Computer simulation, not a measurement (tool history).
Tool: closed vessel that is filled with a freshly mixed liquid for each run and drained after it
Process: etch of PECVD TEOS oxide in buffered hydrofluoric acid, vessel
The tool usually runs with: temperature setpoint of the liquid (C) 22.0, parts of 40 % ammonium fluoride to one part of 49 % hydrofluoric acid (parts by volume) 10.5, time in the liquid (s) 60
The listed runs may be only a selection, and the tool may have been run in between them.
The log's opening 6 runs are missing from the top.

| run | hour | temperature setpoint of the liquid (C) | parts of 40 % ammonium fluoride to one part of 49 % hydrofluoric acid (parts by volume) | time in the liquid (s) | read-back film thickness of the PECVD TEOS oxide reference wafer, read on the same gauge (nm) | thickness taken off the PECVD TEOS oxide on a monitor wafer (nm) |
|---|---|---|---|---|---|---|
| 7 | 75.1 | 22.0 | 10.5 | 60 | 150.00 | 172.87 |
| 8 | 86.8 | 22.0 | 10.5 | 60 | 150.02 | 170.01 |
| 9 | 99.9 | 21.0 | 10.5 | 60 | 150.01 | 163.02 |
| 10 | 111.6 | 22.0 | 10.5 | 60 | 149.99 | 172.70 |
|  | 112.5 | gauge calibrated |
| 11 | 119.5 | 19.0 | 12.0 | 45 | 149.97 | 96.54 |
| 12 | 125.5 | 20.0 | 8.0 | 60 | 150.00 | 194.06 |
|  | 139.5 | hydrofluoric acid flow meter replaced |
| 13 | 141.0 | 19.5 | 10.5 | 60 | 149.97 | 165.47 |
| 14 | 155.7 | 22.0 | 10.5 | 60 | 150.01 | 191.51 |
| 15 | 170.6 | 22.0 | 10.5 | 60 | 149.99 | 191.22 |
| 16 | 178.6 | 22.0 | 10.5 | 60 | 150.00 | 187.59 |
| 17 | 191.7 | 22.0 | 10.5 | 60 | 149.99 | 187.95 |
|  | 197.1 | thermometer replaced |
| 18 | 204.0 | 20.0 | 8.5 | 75 | 150.02 | 250.98 |
| 19 | 211.2 | 22.0 | 10.5 | 60 | 149.99 | 187.94 |
| 20 | 224.8 | 26.0 | 10.5 | 30 | 150.01 | 117.79 |
| 21 | 231.4 | 22.0 | 13.0 | 40 | 150.01 | 100.93 |
| 22 | 248.3 | 26.5 | 14.0 | 85 | 150.01 | 263.09 |
| 23 | 264.1 | 25.0 | 10.5 | 75 | 149.98 | 277.06 |
| 24 | 275.6 | 22.0 | 8.0 | 90 | 150.00 | 360.94 |
| 25 | 285.7 | 22.0 | 10.5 | 60 | 150.01 | 191.13 |
| 26 | 301.6 | 17.5 | 6.5 | 85 | 150.01 | 324.23 |
| 27 | 340.7 | 27.0 | 13.5 | 85 | 149.98 | 272.84 |

Run 28 is up next; what results do you expect?
| 28 | 358.4 | 22.0 | 10.5 | 60 | ? | ? |

Logged for run 28: read-back film thickness of the PECVD TEOS oxide reference wafer, read on the same gauge (nm) 150.00, thickness taken off the PECVD TEOS oxide on a monitor wafer (nm) 187.92.
Minus the tool's unlogged condition, the same run would have read thickness taken off the PECVD TEOS oxide on a monitor wafer (nm) 190.34.

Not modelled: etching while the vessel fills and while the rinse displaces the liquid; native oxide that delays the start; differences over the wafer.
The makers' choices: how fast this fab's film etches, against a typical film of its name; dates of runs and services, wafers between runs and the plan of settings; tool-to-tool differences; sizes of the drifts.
